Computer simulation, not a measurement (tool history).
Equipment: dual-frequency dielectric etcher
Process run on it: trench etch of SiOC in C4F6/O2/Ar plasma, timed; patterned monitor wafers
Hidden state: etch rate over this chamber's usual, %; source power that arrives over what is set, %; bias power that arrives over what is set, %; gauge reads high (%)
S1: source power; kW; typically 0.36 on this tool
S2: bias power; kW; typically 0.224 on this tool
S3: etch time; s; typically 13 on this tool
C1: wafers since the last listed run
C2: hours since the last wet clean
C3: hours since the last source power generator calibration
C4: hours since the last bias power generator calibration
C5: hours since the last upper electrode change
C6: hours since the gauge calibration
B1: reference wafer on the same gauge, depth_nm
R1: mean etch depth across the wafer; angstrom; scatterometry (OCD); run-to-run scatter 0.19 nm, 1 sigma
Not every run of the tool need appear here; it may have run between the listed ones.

run 1 hour=0 | S1=0.36 S2=0.224 S3=16 | C1=0 C2=176.3 C3=2567.9 C4=167.6 C5=2515.2 C6=1333.8 | B1=34.52 | R1=352.4
run 2 hour=93.5 | S1=0.36 S2=0.224 S3=13 | C1=1489 C2=269.8 C3=2661.4 C4=261.1 C5=2608.7 C6=1427.3 | B1=34.4 | R1=280.2
run 3 hour=138.4 | S1=0.36 S2=0.265 S3=13 | C1=715 C2=314.7 C3=2706.3 C4=306 C5=2653.6 C6=1472.2 | B1=34.46 | R1=306.8
run 4 hour=193.5 | S1=0.36 S2=0.265 S3=13 | C1=877 C2=369.8 C3=2761.4 C4=361.1 C5=2708.7 C6=1527.3 | B1=34.54 | R1=306.1
-- hour=263.9 wet clean of the chamber
run 5 hour=278.4 | S1=0.36 S2=0.224 S3=13 | C1=969 C2=14.5 C3=2846.3 C4=446 C5=2793.6 C6=1612.2 | B1=34.43 | R1=290.7
run 6 hour=370.1 | S1=0.36 S2=0.224 S3=13 | C1=1460 C2=106.2 C3=2938 C4=537.7 C5=2885.3 C6=1703.9 | B1=34.61 | R1=288.7
run 7 hour=436.3 | S1=0.36 S2=0.224 S3=13 | C1=1054 C2=172.4 C3=3004.2 C4=603.9 C5=2951.5 C6=1770.1 | B1=34.44 | R1=286.4
run 8 hour=499.6 | S1=0.36 S2=0.224 S3=13 | C1=1008 C2=235.7 C3=3067.5 C4=667.2 C5=3014.8 C6=1833.4 | B1=34.54 | R1=283.5
-- hour=709.3 wet clean of the chamber
run 9 hour=711.5 | S1=0.36 S2=0.253 S3=13 | C1=2992 C2=2.2 C3=3279.4 C4=879.1 C5=3226.7 C6=2045.3 | B1=34.37 | R1=307.1
run 10 hour=783.2 | S1=0.36 S2=0.253 S3=13 | C1=1142 C2=73.9 C3=3351.1 C4=950.8 C5=3298.4 C6=2117 | B1=34.48 | R1=307.8
-- hour=883.9 upper electrode replaced
run 11 hour=884.4 | S1=0.36 S2=0.253 S3=13 | C1=1229 C2=175.1 C3=3452.3 C4=1052 C5=0.5 C6=2218.2 | B1=34.56 | R1=303.7
-- hour=887.5 gauge calibrated
run 12 hour=982.9 | S1=0.36 S2=0.224 S3=13 | C1=1568 C2=273.6 C3=3550.8 C4=1150.5 C5=99 C6=95.4 | B1=34.38 | R1=285.1
run 13 hour=1031.4 | S1=0.36 S2=0.224 S3=13 | C1=772 C2=322.1 C3=3599.3 C4=1199 C5=147.5 C6=143.9 | B1=34.61 | R1=281.2
-- hour=1186.7 wet clean of the chamber
run 14 hour=1223.1 | S1=0.36 S2=0.224 S3=13 | C1=2671 C2=36.4 C3=3791 C4=1390.7 C5=339.2 C6=335.6 | B1=34.5 | R1=288.4
run 15 hour=1304.6 | S1=0.43 S2=0.24 S3=13 | C1=1298 C2=117.9 C3=3872.5 C4=1472.2 C5=420.7 C6=417.1 | B1=34.59 | R1=318.8
run 16 hour=1343.3 | S1=0.45 S2=0.224 S3=15.5 | C1=616 C2=156.6 C3=3911.2 C4=1510.9 C5=459.4 C6=455.8 | B1=34.46 | R1=372.4
run 17 hour=1432.5 | S1=0.3 S2=0.224 S3=11.5 | C1=1420 C2=245.8 C3=4000.4 C4=1600.1 C5=548.6 C6=545 | B1=34.47 | R1=236.2
-- hour=1444.7 bias power generator calibrated
run 18 hour=1499 | S1=0.3 S2=0.269 S3=9.5 | C1=995 C2=312.3 C3=4066.9 C4=54.3 C5=615.1 C6=611.5 | B1=34.59 | R1=210.2
-- hour=1511.7 source power generator calibrated
run 19 hour=1567.3 | S1=0.31 S2=0.238 S3=15.5 | C1=1024 C2=380.6 C3=55.6 C4=122.6 C5=683.4 C6=679.8 | B1=34.54 | R1=327.4
-- hour=1661.8 wet clean of the chamber
run 20 hour=1662.3 | S1=0.28 S2=0.224 S3=14.5 | C1=1130 C2=0.5 C3=150.6 C4=217.6 C5=778.4 C6=774.8 | B1=34.5 | R1=292
run 21 hour=1721.1 | S1=0.36 S2=0.224 S3=13 | C1=936 C2=59.3 C3=209.4 C4=276.4 C5=837.2 C6=833.6 | B1=34.49 | R1=288
run 22 hour=1825.6 | S1=0.28 S2=0.224 S3=11.5 | C1=1664 C2=163.8 C3=313.9 C4=380.9 C5=941.7 C6=938.1 | B1=34.57 | R1=230.5
run 23 hour=1897.9 | S1=0.42 S2=0.177 S3=9.5 | C1=1151 C2=236.1 C3=386.2 C4=453.2 C5=1014 C6=1010.4 | B1=34.46 | R1=193.9
run 24 hour=1991.8 | S1=0.28 S2=0.224 S3=10 | C1=1495 C2=330 C3=480.1 C4=547.1 C5=1107.9 C6=1104.3 | B1=34.54 | R1=196.1
run 25 hour=2059.4 | S1=0.36 S2=0.224 S3=13 | C1=1076 C2=397.6 C3=547.7 C4=614.7 C5=1175.5 C6=1171.9 | B1=34.45 | R1=278.5
-- hour=2090.8 wet clean of the chamber
run 26 hour=2098 | S1=0.36 S2=0.224 S3=9.5 | C1=232 C2=7.2 C3=586.3 C4=653.3 C5=1214.1 C6=1210.5 | B1=34.44 | R1=210.3
run 27 hour=2169.3 | S1=0.36 S2=0.263 S3=10.5 | C1=1135 C2=78.5 C3=657.6 C4=724.6 C5=1285.4 C6=1281.8 | B1=34.54 | R1=250.2
run 28 hour=2276.9 | S1=0.31 S2=0.209 S3=10.5 | C1=1713 C2=186.1 C3=765.2 C4=832.2 C5=1393 C6=1389.4 | B1=34.47 | R1=209.3
run 29 hour=2314.9 | S1=0.28 S2=0.184 S3=9.5 | C1=605 C2=224.1 C3=803.2 C4=870.2 C5=1431 C6=1427.4 | B1=34.49 | R1=171.9

The logged runs with the hidden state left out (each run's random variation unchanged):
run=1 R1=357.5
run=2 R1=286.4
run=3 R1=314.8
run=4 R1=315.6
run=5 R1=290
run=6 R1=290.2
run=7 R1=289.4
run=8 R1=288
run=9 R1=306.3
run=10 R1=308.8
run=11 R1=307.2
run=12 R1=290.7
run=13 R1=287.9
run=14 R1=289.7
run=15 R1=322.4
run=16 R1=377.8
run=17 R1=241.5
run=18 R1=216.1
run=19 R1=338.4
run=20 R1=293.3
run=21 R1=290.6
run=22 R1=234.6
run=23 R1=198.6
run=24 R1=202.4
run=25 R1=289.2
run=26 R1=211.1
run=27 R1=252.8
run=28 R1=213.3
run=29 R1=175.8

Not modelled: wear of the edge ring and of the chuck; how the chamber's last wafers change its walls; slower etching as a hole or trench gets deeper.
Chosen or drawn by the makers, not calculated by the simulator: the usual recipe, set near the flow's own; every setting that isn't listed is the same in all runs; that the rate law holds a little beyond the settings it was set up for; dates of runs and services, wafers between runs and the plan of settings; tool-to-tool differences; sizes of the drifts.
